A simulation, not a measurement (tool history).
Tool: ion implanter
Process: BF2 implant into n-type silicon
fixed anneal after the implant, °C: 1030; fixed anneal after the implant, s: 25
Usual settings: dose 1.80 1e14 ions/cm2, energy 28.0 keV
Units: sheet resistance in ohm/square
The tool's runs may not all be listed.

| run | day | dose | energy | wafers since the last listed run | hours since the last dose calibration | hours since the extraction supply was calibrated | hours since the gauge calibration | read-back reference wafer on the same gauge, sheet resistance | sheet resistance |
|---|---|---|---|---|---|---|---|---|---|
| 1 | 0.000 | 1.80 | 28.0 | 0 | 1110.2 | 2066.4 | 1596.6 | 544.33 | 516.72 |
| 2 | 2.225 | 1.80 | 28.0 | 932 | 1163.6 | 2119.8 | 1650.0 | 545.36 | 517.60 |
| 3 | 3.879 | 1.80 | 28.0 | 693 | 1203.3 | 2159.5 | 1689.7 | 544.80 | 517.66 |
| 4 | 5.688 | 1.80 | 28.0 | 758 | 1246.7 | 2202.9 | 1733.1 | 544.95 | 514.66 |
| 5 | 7.692 | 1.80 | 28.0 | 840 | 1294.8 | 2251.0 | 1781.2 | 544.54 | 515.09 |
| 6 | 10.092 | 2.19 | 28.0 | 1006 | 1352.4 | 2308.6 | 1838.8 | 545.30 | 435.85 |
| 7 | 11.862 | 2.19 | 28.0 | 742 | 1394.9 | 2351.1 | 1881.3 | 545.23 | 438.09 |
| 8 | 14.254 | 2.19 | 28.0 | 1002 | 1452.3 | 2408.5 | 1938.7 | 544.87 | 437.17 |
| 9 | 15.521 | 1.45 | 28.0 | 531 | 1482.7 | 2438.9 | 1969.1 | 544.71 | 618.86 |
| 10 | 18.492 | 1.45 | 28.0 | 1245 | 1554.0 | 2510.2 | 2040.4 | 544.71 | 614.33 |
| 11 | 20.596 | 1.45 | 28.0 | 882 | 1604.5 | 2560.7 | 2090.9 | 545.06 | 616.73 |
| 12 | 23.067 | 1.80 | 35.5 | 1035 | 1663.8 | 2620.0 | 2150.2 | 544.64 | 501.60 |
|  | 24.004 | extraction supply calibrated |
|  | 24.962 | gauge calibrated |
| 13 | 25.608 | 1.80 | 28.0 | 925 | 1724.8 | 38.5 | 15.5 | 544.60 | 514.14 |
| 14 | 28.258 | 1.80 | 28.0 | 1111 | 1788.4 | 102.1 | 79.1 | 545.07 | 514.26 |
| 15 | 29.542 | 1.80 | 28.0 | 538 | 1819.2 | 132.9 | 109.9 | 545.19 | 515.20 |
| 16 | 32.167 | 1.80 | 28.0 | 1100 | 1882.2 | 195.9 | 172.9 | 545.09 | 515.89 |
| 17 | 34.771 | 1.80 | 28.0 | 1091 | 1944.7 | 258.4 | 235.4 | 545.14 | 516.17 |
| 18 | 36.817 | 1.64 | 32.5 | 857 | 1993.8 | 307.5 | 284.5 | 545.26 | 547.98 |
| 19 | 37.879 | 1.64 | 23.0 | 445 | 2019.3 | 333.0 | 310.0 | 545.17 | 571.37 |
|  | 43.738 | Faraday cup replaced and dose calibrated |
| 20 | 44.146 | 2.05 | 18.5 | 2487 | 9.8 | 483.4 | 460.4 | 545.01 | 480.10 |
| 21 | 46.612 | 1.80 | 28.0 | 1034 | 69.0 | 542.6 | 519.6 | 544.90 | 515.70 |
| 22 | 48.117 | 2.03 | 19.0 | 630 | 105.1 | 578.7 | 555.7 | 544.25 | 486.36 |
| 23 | 50.900 | 2.00 | 23.5 | 1166 | 171.9 | 645.5 | 622.5 | 544.42 | 481.75 |
| 24 | 52.079 | 1.41 | 23.5 | 494 | 200.2 | 673.8 | 650.8 | 544.72 | 644.35 |
| 25 | 55.583 | 1.80 | 28.0 | 1469 | 284.3 | 757.9 | 734.9 | 544.40 | 514.28 |
| 26 | 57.817 | 1.28 | 31.0 | 936 | 337.9 | 811.5 | 788.5 | 545.55 | 671.64 |
| 27 | 59.288 | 1.80 | 28.0 | 616 | 373.2 | 846.8 | 823.8 | 544.92 | 517.50 |
| 28 | 61.479 | 1.80 | 28.0 | 918 | 425.8 | 899.4 | 876.4 | 544.91 | 515.28 |
| 29 | 62.696 | 1.27 | 20.5 | 510 | 455.0 | 928.6 | 905.6 | 545.00 | 718.12 |
| 30 | 64.838 | 2.00 | 23.5 | 897 | 506.4 | 980.0 | 957.0 | 544.65 | 478.62 |
| 31 | 72.650 | 1.80 | 28.0 | 3275 | 693.9 | 1167.5 | 1144.5 | 544.97 | 513.04 |
| 32 | 74.212 | 1.80 | 28.0 | 655 | 731.4 | 1205.0 | 1182.0 | 544.96 | 515.10 |
| 33 | 76.308 | 1.53 | 21.0 | 878 | 781.7 | 1255.3 | 1232.3 | 545.12 | 610.48 |
| 34 | 79.167 | 2.04 | 22.0 | 1198 | 850.3 | 1323.9 | 1300.9 | 544.99 | 475.09 |
| 35 | 80.571 | 2.28 | 32.5 | 588 | 884.0 | 1357.6 | 1334.6 | 544.86 | 416.84 |
| 36 | 81.633 | 1.46 | 32.5 | 445 | 909.5 | 1383.1 | 1360.1 | 544.68 | 601.48 |

Forecast each of these 5 alternatives for the next run:
| A | 81.650 | 1.80 | 28.0 | 6 | 909.9 | 1383.5 | 1360.5 | ? | ? |
| B | 81.650 | 1.97 | 28.0 | 6 | 909.9 | 1383.5 | 1360.5 | ? | ? |
| C | 81.650 | 2.24 | 21.0 | 6 | 909.9 | 1383.5 | 1360.5 | ? | ? |
| D | 81.650 | 1.80 | 32.0 | 6 | 909.9 | 1383.5 | 1360.5 | ? | ? |
| E | 81.650 | 1.53 | 20.0 | 6 | 909.9 | 1383.5 | 1360.5 | ? | ? |

| run | read-back reference wafer on the same gauge, sheet resistance | sheet resistance |
|---|---|---|
| A | 544.90 | 516.08 |
| B | 544.90 | 478.60 |
| C | 544.90 | 441.93 |
| D | 544.90 | 508.41 |
| E | 544.90 | 614.50 |
Without the tool's hidden state the same runs would have given:
| run | sheet resistance |
|---|---|
| A | 516.08 |
| B | 478.60 |
| C | 441.93 |
| D | 508.41 |
| E | 614.50 |
